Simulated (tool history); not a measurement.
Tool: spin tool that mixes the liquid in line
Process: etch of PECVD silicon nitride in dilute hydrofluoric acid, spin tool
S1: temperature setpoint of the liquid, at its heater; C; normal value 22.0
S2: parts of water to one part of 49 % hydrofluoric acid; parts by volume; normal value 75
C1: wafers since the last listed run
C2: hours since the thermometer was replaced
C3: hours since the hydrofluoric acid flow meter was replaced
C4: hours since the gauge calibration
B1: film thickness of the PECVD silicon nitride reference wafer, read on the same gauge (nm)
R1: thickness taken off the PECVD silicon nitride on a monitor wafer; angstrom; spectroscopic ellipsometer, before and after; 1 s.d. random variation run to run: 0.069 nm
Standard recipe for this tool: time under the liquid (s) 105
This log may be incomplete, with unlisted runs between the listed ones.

Run 1, day 0.000: usual settings but S1 23.5 C; C1 0; C2 753.0; C3 612.9; C4 417.4; B1 89.98. Result: R1 76.6 angstrom.
Run 2, day 0.996: usual settings but S1 23.5 C; C1 234; C2 776.9; C3 636.8; C4 441.3; B1 90.00. Result: R1 76.6 angstrom.
Run 3, day 2.088: usual settings but S1 23.5 C; C1 256; C2 803.1; C3 663.0; C4 467.5; B1 89.98. Result: R1 76.8 angstrom.
Run 4, day 3.321: usual settings; C1 290; C2 832.7; C3 692.6; C4 497.1; B1 90.00. Result: R1 69.3 angstrom.
Run 5, day 4.421: usual settings; C1 258; C2 859.1; C3 719.0; C4 523.5; B1 90.00. Result: R1 68.0 angstrom.
Run 6, day 5.754: usual settings but time under the liquid (s) 70; C1 313; C2 891.1; C3 751.0; C4 555.5; B1 89.99. Result: R1 45.5 angstrom.
Run 7, day 7.012: usual settings; C1 296; C2 921.3; C3 781.2; C4 585.7; B1 90.01. Result: R1 68.8 angstrom.
Run 8, day 8.258: usual settings; C1 293; C2 951.2; C3 811.1; C4 615.6; B1 90.06. Result: R1 68.2 angstrom.
Run 9, day 9.538: usual settings but S1 26.0 C; C1 300; C2 981.9; C3 841.8; C4 646.3; B1 89.99. Result: R1 91.3 angstrom.
Run 10, day 10.383: usual settings but S2 65 parts by volume; C1 199; C2 1002.2; C3 862.1; C4 666.6; B1 90.02. Result: R1 79.3 angstrom.
Run 11, day 10.933: usual settings but S2 65 parts by volume; C1 129; C2 1015.4; C3 875.3; C4 679.8; B1 89.98. Result: R1 78.6 angstrom.
Run 12, day 12.038: usual settings; C1 259; C2 1041.9; C3 901.8; C4 706.3; B1 90.02. Result: R1 68.5 angstrom.
At day 12.146: thermometer replaced.
Run 13, day 12.621: usual settings; C1 127; C2 11.4; C3 915.8; C4 720.3; B1 90.01. Result: R1 68.6 angstrom.
Run 14, day 14.108: usual settings; C1 350; C2 47.1; C3 951.5; C4 756.0; B1 89.98. Result: R1 69.3 angstrom.
Run 15, day 15.450: usual settings but S2 90 parts by volume; C1 315; C2 79.3; C3 983.7; C4 788.2; B1 89.99. Result: R1 57.3 angstrom.
At day 16.471: gauge calibrated.
Run 16, day 16.596: usual settings but S1 18.5 C, time under the liquid (s) 55; C1 269; C2 106.8; C3 1011.2; C4 3.0; B1 90.00. Result: R1 28.3 angstrom.
At day 16.967: hydrofluoric acid flow meter replaced.
Run 17, day 17.800: usual settings but S1 23.5 C, S2 90 parts by volume, time under the liquid (s) 140; C1 273; C2 135.7; C3 20.0; C4 31.9; B1 90.02. Result: R1 85.2 angstrom.
Run 18, day 19.058: usual settings but S1 26.0 C, S2 45 parts by volume, time under the liquid (s) 130; C1 296; C2 165.9; C3 50.2; C4 62.1; B1 89.99. Result: R1 181.0 angstrom.
Run 19, day 19.904: usual settings; C1 199; C2 186.2; C3 70.5; C4 82.4; B1 90.01. Result: R1 68.5 angstrom.
Run 20, day 21.179: usual settings but S2 65 parts by volume; C1 300; C2 216.8; C3 101.1; C4 113.0; B1 90.01. Result: R1 80.1 angstrom.
Run 21, day 21.908: usual settings but S2 40 parts by volume; C1 171; C2 234.3; C3 118.6; C4 130.5; B1 89.99. Result: R1 130.6 angstrom.
Run 22, day 23.171: usual settings but time under the liquid (s) 155; C1 297; C2 264.6; C3 148.9; C4 160.8; B1 90.02. Result: R1 101.9 angstrom.
Run 23, day 23.962: usual settings but time under the liquid (s) 85; C1 186; C2 283.6; C3 167.9; C4 179.8; B1 89.99. Result: R1 56.7 angstrom.
Run 24, day 24.733: usual settings but S1 19.5 C, S2 110 parts by volume, time under the liquid (s) 75; C1 181; C2 302.1; C3 186.4; C4 198.3; B1 90.03. Result: R1 28.3 angstrom.
Run 25, day 25.612: usual settings; C1 206; C2 323.2; C3 207.5; C4 219.4; B1 90.02. Result: R1 68.8 angstrom.
Run 26, day 26.842: usual settings; C1 289; C2 352.7; C3 237.0; C4 248.9; B1 90.00. Result: R1 67.3 angstrom.
Run 27, day 28.229: usual settings but S1 18.0 C, time under the liquid (s) 165; C1 326; C2 386.0; C3 270.3; C4 282.2; B1 89.97. Result: R1 82.5 angstrom.
Run 28, day 28.962: usual settings; C1 172; C2 403.6; C3 287.9; C4 299.8; B1 89.98. Result: R1 69.0 angstrom.
Run 29, day 29.842: usual settings; C1 206; C2 424.7; C3 309.0; C4 320.9; B1 90.03. Result: R1 69.1 angstrom.

Here are 5 independent what-if runs from the current tool condition. What would each one return?
Run A, day 29.858: usual settings but S1 19.0 C; C1 3; C2 425.1; C3 309.4; C4 321.3; B1 ?. Result: R1 ?.
Run B, day 29.858: usual settings but S1 18.5 C, S2 105 parts by volume, time under the liquid (s) 85; C1 3; C2 425.1; C3 309.4; C4 321.3; B1 ?. Result: R1 ?.
Run C, day 29.858: usual settings but S2 105 parts by volume; C1 3; C2 425.1; C3 309.4; C4 321.3; B1 ?. Result: R1 ?.
Run D, day 29.858: usual settings but S1 25.0 C, S2 95 parts by volume, time under the liquid (s) 65; C1 3; C2 425.1; C3 309.4; C4 321.3; B1 ?. Result: R1 ?.
Run E, day 29.858: usual settings but S1 20.5 C, S2 105 parts by volume; C1 3; C2 425.1; C3 309.4; C4 321.3; B1 ?. Result: R1 ?.

run     B1    R1
  A  90.00  55.8
  B  90.00  31.5
  C  90.00  49.3
  D  90.00  41.1
  E  90.00  44.6
The same runs, with their run-to-run variation unchanged, on a tool lacking any hidden condition would have given:
run    R1
  A  55.8
  B  31.5
  C  49.3
  D  41.1
  E  44.6
